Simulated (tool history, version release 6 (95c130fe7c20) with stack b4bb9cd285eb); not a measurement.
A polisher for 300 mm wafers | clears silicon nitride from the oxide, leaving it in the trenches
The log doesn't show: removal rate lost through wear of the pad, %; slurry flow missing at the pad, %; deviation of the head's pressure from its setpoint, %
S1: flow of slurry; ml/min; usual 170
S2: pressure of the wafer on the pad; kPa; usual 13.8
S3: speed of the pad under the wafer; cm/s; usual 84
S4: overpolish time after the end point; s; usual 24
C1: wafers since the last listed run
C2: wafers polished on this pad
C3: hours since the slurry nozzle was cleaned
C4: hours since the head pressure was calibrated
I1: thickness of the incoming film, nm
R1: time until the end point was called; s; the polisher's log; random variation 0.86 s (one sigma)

run	hour	S1	S2	S3	S4	C1	C2	C3	C4	I1	R1
1	0.0	170	13.8	84	24	0	1054	777.6	799.6	59.7	112.7
# hour 6.4: slurry nozzle cleaned
2	108.0	170	13.8	84	24	901	1956	101.6	907.6	60.2	110.3
3	141.8	170	15.2	84	24	284	2241	135.4	941.4	59.9	100.1
# hour 154.6: worn pad replaced by a new one
4	173.7	170	15.2	84	24	235	160	167.3	973.3	60.5	96.7
5	191.6	170	15.2	84	24	150	311	185.2	991.2	60.5	99.2
6	220.3	170	13.8	84	24	241	553	213.9	1019.9	59.8	108.5
7	253.5	170	13.8	84	24	279	833	247.1	1053.1	60.1	111.0
8	266.9	170	17.2	84	24	112	946	260.5	1066.5	59.4	87.1
# hour 283.8: head pressure recalibrated
9	294.0	170	17.2	84	24	211	1157	287.6	10.2	59.0	87.1
10	326.4	170	17.2	84	24	273	1430	320.0	42.6	60.8	90.3
11	405.2	170	13.8	84	24	663	2094	398.8	121.4	59.2	110.3
# hour 428.5: worn pad replaced by a new one
12	439.0	170	13.8	84	24	251	88	432.6	155.2	59.5	106.4
13	488.6	170	13.8	84	24	417	506	482.2	204.8	59.2	107.8
14	518.9	190	13.8	84	24	255	761	512.5	235.1	58.8	106.0
15	553.0	220	13.8	84	38	287	1048	546.6	269.2	59.8	106.4
16	581.9	170	13.8	84	24	243	1292	575.5	298.1	59.2	109.0
17	617.8	205	12.4	70	15	302	1594	611.4	334.0	60.0	139.2
18	637.9	210	11.7	84	34	169	1764	631.5	354.1	59.6	130.5
19	659.2	170	13.8	84	33	179	1943	652.8	375.4	59.7	112.3
# hour 686.6: worn pad replaced by a new one
20	695.1	225	15.2	92	35	268	71	688.7	411.3	60.5	89.9
21	726.3	195	13.8	60	16	262	334	719.9	442.5	60.0	138.9
22	741.8	215	13.8	84	24	130	464	735.4	458.0	59.0	104.9
# hour 769.4: slurry nozzle cleaned
23	772.2	185	17.9	58	16	247	712	2.8	488.4	60.6	107.8
24	787.3	200	17.2	66	24	127	839	17.9	503.5	60.6	100.2
25	807.2	170	13.8	84	24	167	1007	37.8	523.4	59.7	106.9
26	833.8	140	13.8	84	37	224	1231	64.4	550.0	59.3	110.3
27	869.4	130	10.3	84	24	299	1531	100.0	585.6	60.3	150.9
28	893.0	210	9.0	84	34	198	1730	123.6	609.2	59.7	163.8
29	923.2	170	13.8	84	24	254	1984	153.8	639.4	59.8	111.1
# hour 940.7: worn pad replaced by a new one
30	941.2	170	13.8	84	24	117	4	171.8	657.4	60.4	105.6
31	952.7	170	15.9	84	11	96	101	183.3	668.9	59.9	91.5
32	971.4	170	11.0	72	24	157	258	202.0	687.6	59.6	148.5
33	990.7	170	15.2	84	12	162	421	221.3	706.9	60.6	99.7
34	1044.6	125	13.8	84	24	454	875	275.2	760.8	60.0	114.3
35	1064.3	150	13.8	84	34	165	1041	294.9	780.5	60.1	113.3
36	1097.5	170	13.8	58	24	279	1321	328.1	813.7	59.0	143.8
37	1129.1	170	13.8	84	24	266	1587	359.7	845.3	59.0	110.4
38	1142.6	210	13.8	96	24	113	1701	373.2	858.8	59.7	98.3

3 ways to go on from here, each from the tool as it stands after run 38. What would each give?
A	1143.1	170	13.8	66	24	4	1705	373.7	859.3	59.6	?
B	1143.1	145	13.8	84	24	4	1705	373.7	859.3	59.6	?
C	1143.1	170	13.8	110	24	4	1705	373.7	859.3	59.6	?

run	R1
A	133.3
B	113.9
C	90.0
Without the tool's hidden state the same runs would have given:
run	R1
A	120.6
B	102.5
C	81.4

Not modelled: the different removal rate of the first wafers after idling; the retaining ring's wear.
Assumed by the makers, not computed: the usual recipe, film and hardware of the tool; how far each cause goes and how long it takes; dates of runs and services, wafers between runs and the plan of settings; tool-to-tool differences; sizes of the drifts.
